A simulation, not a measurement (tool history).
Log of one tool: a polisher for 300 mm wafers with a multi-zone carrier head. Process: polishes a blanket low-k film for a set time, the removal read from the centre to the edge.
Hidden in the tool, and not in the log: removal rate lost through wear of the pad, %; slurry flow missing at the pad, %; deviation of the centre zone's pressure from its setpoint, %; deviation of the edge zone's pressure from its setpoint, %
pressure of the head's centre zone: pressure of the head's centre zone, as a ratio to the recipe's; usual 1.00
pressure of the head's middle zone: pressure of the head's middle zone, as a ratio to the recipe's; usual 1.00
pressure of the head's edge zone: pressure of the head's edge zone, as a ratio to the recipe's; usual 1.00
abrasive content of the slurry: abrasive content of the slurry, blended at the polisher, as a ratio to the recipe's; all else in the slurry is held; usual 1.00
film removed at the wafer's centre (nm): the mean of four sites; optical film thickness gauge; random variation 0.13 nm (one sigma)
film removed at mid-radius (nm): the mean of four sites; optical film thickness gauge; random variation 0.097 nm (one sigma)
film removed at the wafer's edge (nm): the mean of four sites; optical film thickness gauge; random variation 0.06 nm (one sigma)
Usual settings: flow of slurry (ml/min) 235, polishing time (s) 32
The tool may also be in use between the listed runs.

run,day,flow of slurry (ml/min),pressure of the head's centre zone,pressure of the head's middle zone,pressure of the head's edge zone,abrasive content of the slurry,polishing time (s),wafers since the last listed run,wafers polished on this pad,hours since the slurry nozzle was cleaned,hours since the centre zone pressure was calibrated,hours since the edge zone pressure was calibrated,hours since the carrier head's membrane was replaced,"incoming thickness of the incoming film, nm",film removed at the wafer's centre (nm),film removed at mid-radius (nm),film removed at the wafer's edge (nm)
1,0.000,235,1.00,1.00,0.93,1.00,37,0,1233,595.8,570.6,711.5,1995.4,551.2,9.8,10.3,10.2
2,0.788,235,1.00,1.00,1.00,1.20,32,179,1413,614.7,589.5,730.4,2014.3,555.0,9.3,9.3,9.7
# day 1.004: carrier head's membrane replaced by a new one
# day 1.308: edge zone pressure recalibrated
3,1.971,235,1.00,1.00,1.00,1.00,32,203,1616,643.1,617.9,15.9,23.2,563.5,8.6,8.6,9.1
# day 2.467: worn pad replaced by a new one
4,4.679,205,1.00,1.00,1.00,1.25,32,579,505,708.1,682.9,80.9,88.2,560.0,8.6,9.1,9.5
5,5.333,235,1.07,1.00,0.89,1.00,32,149,654,723.8,698.6,96.6,103.9,559.1,9.3,8.6,8.5
6,6.146,190,1.00,0.90,0.93,0.80,32,185,839,743.3,718.1,116.1,123.4,567.4,7.4,6.8,7.6
7,6.754,235,1.00,1.07,1.00,1.00,32,138,978,757.9,732.7,130.7,138.0,552.8,8.5,9.0,8.9
8,7.500,155,1.00,1.00,1.00,0.80,32,170,1148,775.8,750.6,148.6,155.9,560.5,6.4,6.9,7.5
# day 9.362: centre zone pressure recalibrated
9,9.692,315,1.00,1.00,1.10,1.00,32,480,1629,828.4,7.9,201.2,208.5,559.0,8.7,9.1,9.8
10,10.612,190,1.00,0.90,0.93,0.80,32,210,1839,850.5,30.0,223.3,230.6,564.3,6.9,6.6,7.5
# day 11.167: slurry nozzle cleaned
# day 11.604: worn pad replaced by a new one
11,12.062,205,1.00,1.00,1.00,1.00,32,283,104,21.5,64.8,258.1,265.4,554.2,9.2,9.4,9.4
12,12.775,270,0.91,1.00,1.00,1.10,32,162,267,38.6,81.9,275.2,282.5,566.6,9.1,9.9,10.1
13,13.929,235,1.00,1.00,1.11,1.00,39,263,530,66.3,109.6,302.9,310.2,565.6,11.2,11.5,12.3
14,15.196,235,1.00,1.00,1.00,1.00,41,288,819,96.7,140.0,333.3,340.6,562.0,11.9,12.4,12.4
15,15.738,235,1.00,1.00,1.00,1.00,32,123,943,109.7,153.0,346.3,353.6,566.5,9.2,9.6,9.6
16,16.421,260,0.91,0.96,1.00,1.00,27,155,1098,126.1,169.4,362.7,370.0,563.5,7.2,7.8,8.2
# day 19.621: worn pad replaced by a new one
17,19.908,235,0.92,1.00,1.00,1.00,24,757,65,209.8,253.1,446.4,453.7,560.1,6.5,7.1,7.1
18,20.583,205,1.00,1.00,1.00,1.00,32,153,219,226.0,269.3,462.6,469.9,555.6,8.9,9.1,9.3
19,21.146,235,1.09,1.00,1.00,0.80,32,128,347,239.5,282.8,476.1,483.4,557.2,9.0,8.7,8.7
20,22.412,235,1.00,1.00,1.07,1.00,25,288,636,269.9,313.2,506.5,513.8,556.8,7.2,7.3,7.7
21,23.071,235,1.00,1.00,1.00,1.00,32,150,786,285.7,329.0,522.3,529.6,566.3,9.3,9.4,9.5

5 ways to go on from here, each from the tool as it stands after run 21. What would each give?
A,23.088,235,1.00,1.00,1.00,1.00,32,3,790,286.1,329.4,522.7,530.0,566.2,?,?,?
B,23.088,180,1.00,1.08,1.00,1.25,23,3,790,286.1,329.4,522.7,530.0,566.2,?,?,?
C,23.088,235,1.00,0.90,1.00,1.00,32,3,790,286.1,329.4,522.7,530.0,566.2,?,?,?
D,23.088,235,1.00,1.00,1.00,1.00,40,3,790,286.1,329.4,522.7,530.0,566.2,?,?,?
E,23.088,235,1.10,1.04,1.04,1.00,32,3,790,286.1,329.4,522.7,530.0,566.2,?,?,?

run,film removed at the wafer's centre (nm),film removed at mid-radius (nm),film removed at the wafer's edge (nm)
A,9.2,9.4,9.5
B,6.8,7.4,7.1
C,9.2,8.6,9.5
D,11.5,11.7,11.8
E,10.1,9.7,9.6
Without the tool's hidden state the same runs would have given:
run,film removed at the wafer's centre (nm),film removed at mid-radius (nm),film removed at the wafer's edge (nm)
A,9.5,9.6,9.6
B,7.0,7.6,7.2
C,9.4,8.8,9.6
D,11.8,12.0,12.0
E,10.4,9.9,9.8
